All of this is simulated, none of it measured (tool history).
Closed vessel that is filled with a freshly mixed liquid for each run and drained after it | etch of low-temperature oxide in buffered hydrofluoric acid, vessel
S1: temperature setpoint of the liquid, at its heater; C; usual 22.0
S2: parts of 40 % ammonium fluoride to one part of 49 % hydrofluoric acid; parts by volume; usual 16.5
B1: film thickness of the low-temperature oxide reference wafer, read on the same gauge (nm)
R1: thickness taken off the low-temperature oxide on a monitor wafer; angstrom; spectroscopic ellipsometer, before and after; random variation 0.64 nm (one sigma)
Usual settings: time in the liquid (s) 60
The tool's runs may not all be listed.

{"run": 1, "day": 0.0, "S1": 24.5, "S2": 14.0, "time in the liquid (s)": 60, "B1": 80.01, "R1": 1478.6}
{"run": 2, "day": 0.725, "S1": 22.0, "S2": 16.5, "time in the liquid (s)": 60, "B1": 79.99, "R1": 1095.5}
{"day": 1.071, "done": "gauge calibrated"}
{"run": 3, "day": 2.075, "S1": 22.0, "S2": 16.5, "time in the liquid (s)": 60, "B1": 79.99, "R1": 1079.8}
{"run": 4, "day": 2.779, "S1": 22.0, "S2": 16.5, "time in the liquid (s)": 60, "B1": 80.01, "R1": 1101.9}
{"run": 5, "day": 3.675, "S1": 22.0, "S2": 16.5, "time in the liquid (s)": 60, "B1": 80.02, "R1": 1096.0}
{"day": 3.962, "done": "thermometer replaced"}
{"run": 6, "day": 4.825, "S1": 22.0, "S2": 16.5, "time in the liquid (s)": 60, "B1": 80.02, "R1": 1081.0}
{"run": 7, "day": 6.038, "S1": 22.0, "S2": 16.5, "time in the liquid (s)": 60, "B1": 79.95, "R1": 1085.1}
{"run": 8, "day": 6.946, "S1": 22.0, "S2": 16.5, "time in the liquid (s)": 60, "B1": 80.02, "R1": 1088.7}
{"day": 9.325, "done": "hydrofluoric acid flow meter replaced"}
{"run": 9, "day": 9.642, "S1": 20.5, "S2": 10.5, "time in the liquid (s)": 30, "B1": 80.0, "R1": 895.0}
{"day": 9.779, "done": "gauge calibrated"}
{"run": 10, "day": 10.458, "S1": 22.0, "S2": 16.5, "time in the liquid (s)": 60, "B1": 79.96, "R1": 1236.8}
{"run": 11, "day": 11.067, "S1": 25.0, "S2": 14.5, "time in the liquid (s)": 50, "B1": 79.97, "R1": 1381.0}
{"run": 12, "day": 11.708, "S1": 23.5, "S2": 16.5, "time in the liquid (s)": 40, "B1": 80.01, "R1": 892.4}
{"run": 13, "day": 12.212, "S1": 23.5, "S2": 21.5, "time in the liquid (s)": 35, "B1": 79.99, "R1": 615.3}
{"run": 14, "day": 13.108, "S1": 22.0, "S2": 16.5, "time in the liquid (s)": 60, "B1": 79.99, "R1": 1236.4}

Forecast each of these 3 alternatives for the next run:
{"run": "A", "day": 13.138, "S1": 22.0, "S2": 14.0, "time in the liquid (s)": 60, "B1": "?", "R1": "?"}
{"run": "B", "day": 13.138, "S1": 25.0, "S2": 22.5, "time in the liquid (s)": 75, "B1": "?", "R1": "?"}
{"run": "C", "day": 13.138, "S1": 18.5, "S2": 20.0, "time in the liquid (s)": 40, "B1": "?", "R1": "?"}

run=A B1=80.03 R1=1456.5
run=B B1=80.03 R1=1401.2
run=C B1=80.03 R1=564.8
Without the tool's hidden state the same runs would have given:
run=A R1=1484.7
run=B R1=1420.3
run=C R1=572.5
